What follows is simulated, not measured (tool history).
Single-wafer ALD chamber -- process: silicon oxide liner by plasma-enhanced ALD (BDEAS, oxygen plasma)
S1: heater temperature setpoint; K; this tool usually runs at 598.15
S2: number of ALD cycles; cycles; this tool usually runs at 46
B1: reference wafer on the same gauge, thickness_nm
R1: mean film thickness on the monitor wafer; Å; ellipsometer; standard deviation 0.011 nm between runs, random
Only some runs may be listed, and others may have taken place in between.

run 1 day=0.000 | S1=598.15 S2=46 | B1=3.503 | R1=42.38
run 2 day=2.021 | S1=598.15 S2=46 | B1=3.502 | R1=42.37
-- day=5.888 thermocouple changed; heater temperature recalibrated
run 3 day=6.296 | S1=586.15 S2=42 | B1=3.500 | R1=39.67
run 4 day=7.862 | S1=586.15 S2=42 | B1=3.501 | R1=39.70
run 5 day=11.767 | S1=609.15 S2=46 | B1=3.502 | R1=41.94
run 6 day=14.279 | S1=598.15 S2=46 | B1=3.503 | R1=42.74
run 7 day=17.242 | S1=598.15 S2=46 | B1=3.502 | R1=42.61
run 8 day=20.038 | S1=598.15 S2=46 | B1=3.502 | R1=42.40
run 9 day=24.067 | S1=598.15 S2=52 | B1=3.503 | R1=48.08
run 10 day=27.408 | S1=598.15 S2=52 | B1=3.502 | R1=47.96
run 11 day=31.571 | S1=598.15 S2=52 | B1=3.500 | R1=48.01
run 12 day=33.438 | S1=598.15 S2=46 | B1=3.499 | R1=42.44
run 13 day=35.254 | S1=598.15 S2=46 | B1=3.502 | R1=42.43
run 14 day=37.404 | S1=598.15 S2=46 | B1=3.496 | R1=42.11
run 15 day=41.742 | S1=598.15 S2=46 | B1=3.498 | R1=42.24
run 16 day=43.962 | S1=598.15 S2=46 | B1=3.501 | R1=42.24
run 17 day=45.738 | S1=598.15 S2=46 | B1=3.501 | R1=42.40
run 18 day=56.083 | S1=598.15 S2=46 | B1=3.501 | R1=42.37
run 19 day=58.729 | S1=598.15 S2=46 | B1=3.501 | R1=42.39
run 20 day=61.925 | S1=598.15 S2=46 | B1=3.498 | R1=42.45
run 21 day=63.612 | S1=588.15 S2=38 | B1=3.503 | R1=35.67
-- day=66.400 thermocouple changed; heater temperature recalibrated
run 22 day=66.467 | S1=598.15 S2=46 | B1=3.500 | R1=42.54
-- day=69.346 gauge calibrated
run 23 day=69.546 | S1=598.15 S2=46 | B1=3.503 | R1=42.49
run 24 day=73.996 | S1=612.15 S2=43 | B1=3.500 | R1=38.84
run 25 day=79.075 | S1=613.15 S2=48 | B1=3.499 | R1=43.25
run 26 day=83.546 | S1=603.15 S2=40 | B1=3.501 | R1=36.57
run 27 day=86.767 | S1=598.15 S2=51 | B1=3.500 | R1=46.97
run 28 day=90.854 | S1=610.15 S2=49 | B1=3.502 | R1=44.14
run 29 day=93.558 | S1=598.15 S2=46 | B1=3.498 | R1=42.22
run 30 day=96.567 | S1=604.15 S2=52 | B1=3.501 | R1=47.35
run 31 day=100.471 | S1=611.15 S2=48 | B1=3.500 | R1=43.12
run 32 day=103.408 | S1=598.15 S2=54 | B1=3.501 | R1=49.67
run 33 day=106.042 | S1=598.15 S2=46 | B1=3.501 | R1=42.03
run 34 day=109.179 | S1=602.15 S2=53 | B1=3.502 | R1=48.42
run 35 day=111.375 | S1=592.15 S2=37 | B1=3.499 | R1=34.47
run 36 day=115.404 | S1=590.15 S2=40 | B1=3.498 | R1=37.32
-- day=117.588 thermocouple changed; heater temperature recalibrated
run 37 day=119.483 | S1=586.15 S2=42 | B1=3.502 | R1=39.89
run 38 day=122.108 | S1=593.15 S2=46 | B1=3.495 | R1=43.18

Here are 5 independent what-if runs from the current tool condition. What would each one return?
run A day=122.129 | S1=586.15 S2=46 | B1=? | R1=?
run B day=122.129 | S1=590.15 S2=46 | B1=? | R1=?
run C day=122.129 | S1=594.15 S2=52 | B1=? | R1=?
run D day=122.129 | S1=613.15 S2=54 | B1=? | R1=?
run E day=122.129 | S1=606.15 S2=53 | B1=? | R1=?

run=A B1=3.498 R1=43.58
run=B B1=3.498 R1=43.29
run=C B1=3.498 R1=48.62
run=D B1=3.498 R1=48.92
run=E B1=3.498 R1=48.58
With the hidden condition removed and each run's random variation left untouched, the same runs would have given:
run=A R1=43.62
run=B R1=43.34
run=C R1=48.67
run=D R1=48.97
run=E R1=48.63

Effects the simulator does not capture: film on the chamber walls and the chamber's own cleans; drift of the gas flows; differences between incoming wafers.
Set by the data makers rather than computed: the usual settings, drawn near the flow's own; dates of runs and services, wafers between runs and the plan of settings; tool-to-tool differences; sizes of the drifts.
